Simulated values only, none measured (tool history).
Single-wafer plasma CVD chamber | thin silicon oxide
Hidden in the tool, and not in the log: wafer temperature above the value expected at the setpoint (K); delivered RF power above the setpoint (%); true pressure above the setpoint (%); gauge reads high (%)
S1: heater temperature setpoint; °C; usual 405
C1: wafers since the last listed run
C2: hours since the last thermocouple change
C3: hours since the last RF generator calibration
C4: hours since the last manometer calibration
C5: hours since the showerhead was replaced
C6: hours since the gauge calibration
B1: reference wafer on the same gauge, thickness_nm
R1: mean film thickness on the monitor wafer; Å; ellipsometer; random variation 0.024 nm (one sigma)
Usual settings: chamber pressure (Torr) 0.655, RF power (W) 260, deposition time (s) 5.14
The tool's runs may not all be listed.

{"run": 1, "day": 0.0, "S1": 405, "chamber pressure (Torr)": 0.774, "RF power (W)": 260, "deposition time (s)": 5.14, "C1": 0, "C2": 1002.9, "C3": 1326.9, "C4": 1963.9, "C5": 3502.9, "C6": 537.7, "B1": 6.433, "R1": 77.11}
{"run": 2, "day": 1.133, "S1": 405, "chamber pressure (Torr)": 0.774, "RF power (W)": 260, "deposition time (s)": 5.14, "C1": 850, "C2": 1030.1, "C3": 1354.1, "C4": 1991.1, "C5": 3530.1, "C6": 564.9, "B1": 6.428, "R1": 77.28}
{"run": 3, "day": 2.571, "S1": 405, "chamber pressure (Torr)": 0.655, "RF power (W)": 260, "deposition time (s)": 5.46, "C1": 1078, "C2": 1064.6, "C3": 1388.6, "C4": 2025.6, "C5": 3564.6, "C6": 599.4, "B1": 6.432, "R1": 70.59}
{"run": 4, "day": 4.725, "S1": 405, "chamber pressure (Torr)": 0.655, "RF power (W)": 260, "deposition time (s)": 5.46, "C1": 1615, "C2": 1116.3, "C3": 1440.3, "C4": 2077.3, "C5": 3616.3, "C6": 651.1, "B1": 6.434, "R1": 71.22}
{"run": 5, "day": 7.692, "S1": 405, "chamber pressure (Torr)": 0.655, "RF power (W)": 260, "deposition time (s)": 5.46, "C1": 2225, "C2": 1187.5, "C3": 1511.5, "C4": 2148.5, "C5": 3687.5, "C6": 722.3, "B1": 6.424, "R1": 70.52}
{"run": 6, "day": 9.046, "S1": 405, "chamber pressure (Torr)": 0.655, "RF power (W)": 260, "deposition time (s)": 5.14, "C1": 1015, "C2": 1220, "C3": 1544, "C4": 2181, "C5": 3720, "C6": 754.8, "B1": 6.429, "R1": 66.9}
{"run": 7, "day": 10.062, "S1": 405, "chamber pressure (Torr)": 0.655, "RF power (W)": 260, "deposition time (s)": 5.14, "C1": 762, "C2": 1244.4, "C3": 1568.4, "C4": 2205.4, "C5": 3744.4, "C6": 779.2, "B1": 6.424, "R1": 66.11}
{"day": 11.65, "done": "gauge calibrated"}
{"run": 8, "day": 12.038, "S1": 405, "chamber pressure (Torr)": 0.655, "RF power (W)": 260, "deposition time (s)": 5.14, "C1": 1481, "C2": 1291.8, "C3": 1615.8, "C4": 2252.8, "C5": 3791.8, "C6": 9.3, "B1": 6.428, "R1": 66.66}
{"day": 13.362, "done": "showerhead replaced"}
{"run": 9, "day": 14.942, "S1": 405, "chamber pressure (Torr)": 0.655, "RF power (W)": 260, "deposition time (s)": 5.14, "C1": 1928, "C2": 1361.5, "C3": 1685.5, "C4": 2322.5, "C5": 37.9, "C6": 79, "B1": 6.424, "R1": 66.12}
{"run": 10, "day": 16.454, "S1": 405, "chamber pressure (Torr)": 0.655, "RF power (W)": 260, "deposition time (s)": 4.93, "C1": 1134, "C2": 1397.8, "C3": 1721.8, "C4": 2358.8, "C5": 74.2, "C6": 115.3, "B1": 6.423, "R1": 63.95}
{"run": 11, "day": 19.179, "S1": 405, "chamber pressure (Torr)": 0.655, "RF power (W)": 260, "deposition time (s)": 4.93, "C1": 2043, "C2": 1463.2, "C3": 1787.2, "C4": 2424.2, "C5": 139.6, "C6": 180.7, "B1": 6.431, "R1": 64.04}
{"run": 12, "day": 21.254, "S1": 405, "chamber pressure (Torr)": 0.655, "RF power (W)": 285, "deposition time (s)": 5.14, "C1": 1556, "C2": 1513, "C3": 1837, "C4": 2474, "C5": 189.4, "C6": 230.5, "B1": 6.432, "R1": 68.84}
{"run": 13, "day": 22.875, "S1": 405, "chamber pressure (Torr)": 0.767, "RF power (W)": 260, "deposition time (s)": 5.14, "C1": 1215, "C2": 1551.9, "C3": 1875.9, "C4": 2512.9, "C5": 228.3, "C6": 269.4, "B1": 6.424, "R1": 76.06}
{"run": 14, "day": 25.471, "S1": 405, "chamber pressure (Torr)": 0.655, "RF power (W)": 240, "deposition time (s)": 5.14, "C1": 1946, "C2": 1614.2, "C3": 1938.2, "C4": 2575.2, "C5": 290.6, "C6": 331.7, "B1": 6.423, "R1": 64.28}
{"run": 15, "day": 27.579, "S1": 405, "chamber pressure (Torr)": 0.753, "RF power (W)": 260, "deposition time (s)": 5.14, "C1": 1581, "C2": 1664.8, "C3": 1988.8, "C4": 2625.8, "C5": 341.2, "C6": 382.3, "B1": 6.427, "R1": 75.07}
{"run": 16, "day": 30.371, "S1": 405, "chamber pressure (Torr)": 0.589, "RF power (W)": 285, "deposition time (s)": 5.14, "C1": 2093, "C2": 1731.8, "C3": 2055.8, "C4": 2692.8, "C5": 408.2, "C6": 449.3, "B1": 6.433, "R1": 62.66}
{"day": 30.821, "done": "capacitance manometer re-zeroed and calibrated"}
{"run": 17, "day": 31.754, "S1": 412, "chamber pressure (Torr)": 0.655, "RF power (W)": 260, "deposition time (s)": 5.64, "C1": 787, "C2": 1765, "C3": 2089, "C4": 22.4, "C5": 441.4, "C6": 482.5, "B1": 6.429, "R1": 72.73}
{"run": 18, "day": 33.671, "S1": 405, "chamber pressure (Torr)": 0.655, "RF power (W)": 260, "deposition time (s)": 5.14, "C1": 1437, "C2": 1811, "C3": 2135, "C4": 68.4, "C5": 487.4, "C6": 528.5, "B1": 6.43, "R1": 66.56}
{"run": 19, "day": 36.475, "S1": 405, "chamber pressure (Torr)": 0.655, "RF power (W)": 260, "deposition time (s)": 5.14, "C1": 2103, "C2": 1878.3, "C3": 2202.3, "C4": 135.7, "C5": 554.7, "C6": 595.8, "B1": 6.436, "R1": 66.2}
{"run": 20, "day": 37.904, "S1": 405, "chamber pressure (Torr)": 0.655, "RF power (W)": 260, "deposition time (s)": 5.14, "C1": 1071, "C2": 1912.6, "C3": 2236.6, "C4": 170, "C5": 589, "C6": 630.1, "B1": 6.425, "R1": 66.12}
{"day": 39.433, "done": "RF generator calibrated"}
{"run": 21, "day": 39.454, "S1": 405, "chamber pressure (Torr)": 0.655, "RF power (W)": 240, "deposition time (s)": 5.8, "C1": 912, "C2": 1949.8, "C3": 0.5, "C4": 207.2, "C5": 626.2, "C6": 667.3, "B1": 6.43, "R1": 74.45}
{"run": 22, "day": 40.946, "S1": 405, "chamber pressure (Torr)": 0.728, "RF power (W)": 285, "deposition time (s)": 4.79, "C1": 1118, "C2": 1985.6, "C3": 36.3, "C4": 243, "C5": 662, "C6": 703.1, "B1": 6.433, "R1": 71.76}
{"day": 42.717, "done": "thermocouple changed; heater temperature recalibrated"}
{"run": 23, "day": 43.429, "S1": 405, "chamber pressure (Torr)": 0.655, "RF power (W)": 295, "deposition time (s)": 5.14, "C1": 1612, "C2": 17.1, "C3": 95.9, "C4": 302.6, "C5": 721.6, "C6": 762.7, "B1": 6.423, "R1": 70.92}
{"run": 24, "day": 46.254, "S1": 405, "chamber pressure (Torr)": 0.655, "RF power (W)": 260, "deposition time (s)": 5.14, "C1": 2118, "C2": 84.9, "C3": 163.7, "C4": 370.4, "C5": 789.4, "C6": 830.5, "B1": 6.419, "R1": 67.9}
{"run": 25, "day": 48.862, "S1": 405, "chamber pressure (Torr)": 0.655, "RF power (W)": 260, "deposition time (s)": 5.14, "C1": 1956, "C2": 147.5, "C3": 226.3, "C4": 433, "C5": 852, "C6": 893.1, "B1": 6.428, "R1": 67.39}
{"run": 26, "day": 51.021, "S1": 405, "chamber pressure (Torr)": 0.655, "RF power (W)": 260, "deposition time (s)": 5.14, "C1": 1618, "C2": 199.3, "C3": 278.1, "C4": 484.8, "C5": 903.8, "C6": 944.9, "B1": 6.428, "R1": 67.26}
{"run": 27, "day": 53.058, "S1": 420, "chamber pressure (Torr)": 0.655, "RF power (W)": 260, "deposition time (s)": 4.78, "C1": 1528, "C2": 248.2, "C3": 327, "C4": 533.7, "C5": 952.7, "C6": 993.8, "B1": 6.429, "R1": 62.36}
{"day": 53.142, "done": "gauge calibrated"}
{"run": 28, "day": 55.162, "S1": 405, "chamber pressure (Torr)": 0.655, "RF power (W)": 260, "deposition time (s)": 5.14, "C1": 1578, "C2": 298.7, "C3": 377.5, "C4": 584.2, "C5": 1003.2, "C6": 48.5, "B1": 6.432, "R1": 67.22}
{"run": 29, "day": 57.788, "S1": 405, "chamber pressure (Torr)": 0.655, "RF power (W)": 260, "deposition time (s)": 5.54, "C1": 1968, "C2": 361.7, "C3": 440.5, "C4": 647.2, "C5": 1066.2, "C6": 111.5, "B1": 6.433, "R1": 72.44}
{"run": 30, "day": 60.046, "S1": 405, "chamber pressure (Torr)": 0.812, "RF power (W)": 245, "deposition time (s)": 5.14, "C1": 1693, "C2": 415.9, "C3": 494.7, "C4": 701.4, "C5": 1120.4, "C6": 165.7, "B1": 6.433, "R1": 78.89}

Forecast each of these 3 alternatives for the next run:
{"run": "A", "day": 60.062, "S1": 393, "chamber pressure (Torr)": 0.655, "RF power (W)": 260, "deposition time (s)": 5.14, "C1": 12, "C2": 416.3, "C3": 495.1, "C4": 701.8, "C5": 1120.8, "C6": 166.1, "B1": "?", "R1": "?"}
{"run": "B", "day": 60.062, "S1": 405, "chamber pressure (Torr)": 0.719, "RF power (W)": 260, "deposition time (s)": 5.14, "C1": 12, "C2": 416.3, "C3": 495.1, "C4": 701.8, "C5": 1120.8, "C6": 166.1, "B1": "?", "R1": "?"}
{"run": "C", "day": 60.062, "S1": 405, "chamber pressure (Torr)": 0.748, "RF power (W)": 280, "deposition time (s)": 5.95, "C1": 12, "C2": 416.3, "C3": 495.1, "C4": 701.8, "C5": 1120.8, "C6": 166.1, "B1": "?", "R1": "?"}

run=A B1=6.421 R1=67.91
run=B B1=6.421 R1=73.1
run=C B1=6.421 R1=89.91
Without the tool's hidden state the same runs would have given:
run=A R1=68.35
run=B R1=73.56
run=C R1=90.48
